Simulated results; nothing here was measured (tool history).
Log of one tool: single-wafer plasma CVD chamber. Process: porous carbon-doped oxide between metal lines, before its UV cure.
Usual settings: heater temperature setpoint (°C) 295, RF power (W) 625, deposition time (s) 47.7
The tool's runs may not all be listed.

run   hour  heater temperature setpoint (°C)  RF power (W)  deposition time (s)  wafers since the last listed run  hours since the last thermocouple change  hours since the last RF generator calibration  hours since the showerhead was replaced  hours since the gauge calibration  read-back reference wafer on the same gauge, thickness_nm  mean film thickness on the monitor wafer (Å)
  1      0                               295           625                 54.5                                 0                                    1318.8                                         1481.8                                   4920.2                              318.4                                                    303.854                                       3407.95
  2   70.4                               295           625                 40.2                              1562                                    1389.2                                         1552.2                                   4990.6                              388.8                                                    303.554                                       2506.14
  3  105.6                               288           625                 47.7                               781                                    1424.4                                         1587.4                                   5025.8                                424                                                    303.834                                       3112.15
  4  162.9                               289           625                   52                              1271                                    1481.7                                         1644.7                                   5083.1                              481.3                                                    304.247                                       3365.33
  5  220.7                               289           625                   52                              1283                                    1539.5                                         1702.5                                   5140.9                              539.1                                                     304.58                                       3342.94
  6  252.7                               289           625                   52                               710                                    1571.5                                         1734.5                                   5172.9                              571.1                                                    304.073                                       3316.13
  7  302.5                               295           625                 47.7                              1105                                    1621.3                                         1784.3                                   5222.7                              620.9                                                    304.133                                        2942.5
  8  336.5                               295           625                 47.7                               754                                    1655.3                                         1818.3                                   5256.7                              654.9                                                    304.086                                       2921.31
  9  400.5                               295           625                 47.7                              1420                                    1719.3                                         1882.3                                   5320.7                              718.9                                                    304.384                                       2925.82
 10  432.6                               295           735                 38.8                               712                                    1751.4                                         1914.4                                   5352.8                                751                                                    304.212                                       2681.23
     476.8  -- RF generator calibrated
 11  477.3                               295           625                 47.7                               814                                    1796.1                                            0.5                                   5397.5                              795.7                                                    303.995                                       3033.98
     497.1  -- thermocouple changed; heater temperature recalibrated
 12  510.3                               295           515                 51.2                               554                                      13.2                                           33.5                                   5430.5                              828.7                                                     303.93                                       2853.13
 13  579.1                               305           520                 47.7                              1527                                        82                                          102.3                                   5499.3                              897.5                                                    304.151                                       2515.53
 14  634.3                               295           525                 41.1                              1225                                     137.2                                          157.5                                   5554.5                              952.7                                                    304.138                                       2314.82
     659.4  -- gauge calibrated
 15  689.1                               295           625                 47.7                              1216                                       192                                          212.3                                   5609.3                               29.7                                                    304.632                                       3020.39
     706.6  -- showerhead replaced
 16  724.6                               290           535                 50.6                               610                                     227.5                                          247.8                                       18                               65.2                                                    304.205                                       3007.84
 17  784.6                               295           625                 55.1                              1331                                     287.5                                          307.8                                       78                              125.2                                                    303.994                                       3507.04
 18  842.8                               295           625                 39.6                              1291                                     345.7                                            366                                    136.2                              183.4                                                    303.696                                       2524.27
 19  894.1                               281           625                 53.7                              1138                                       397                                          417.3                                    187.5                              234.7                                                    303.979                                        3735.8

Forecast each of these 5 alternatives for the next run:
  A  894.5                               295           530                 47.7                                 8                                     397.4                                          417.7                                    187.9                              235.1                                                          ?                                             ?
  B  894.5                               284           680                 47.7                                 8                                     397.4                                          417.7                                    187.9                              235.1                                                          ?                                             ?
  C  894.5                               299           735                 47.7                                 8                                     397.4                                          417.7                                    187.9                              235.1                                                          ?                                             ?
  D  894.5                               295           535                 47.7                                 8                                     397.4                                          417.7                                    187.9                              235.1                                                          ?                                             ?
  E  894.5                               295           625                 56.2                                 8                                     397.4                                          417.7                                    187.9                              235.1                                                          ?                                             ?

run  read-back reference wafer on the same gauge, thickness_nm  mean film thickness on the monitor wafer (Å)
  A                                                    304.381                                       2690.92
  B                                                    304.381                                       3436.17
  C                                                    304.381                                       3264.11
  D                                                    304.381                                       2708.42
  E                                                    304.381                                       3534.42
Without the tool's hidden state the same runs would have given:
run  mean film thickness on the monitor wafer (Å)
  A                                       2720.62
  B                                       3472.72
  C                                       3298.84
  D                                       2738.31
  E                                       3572.62
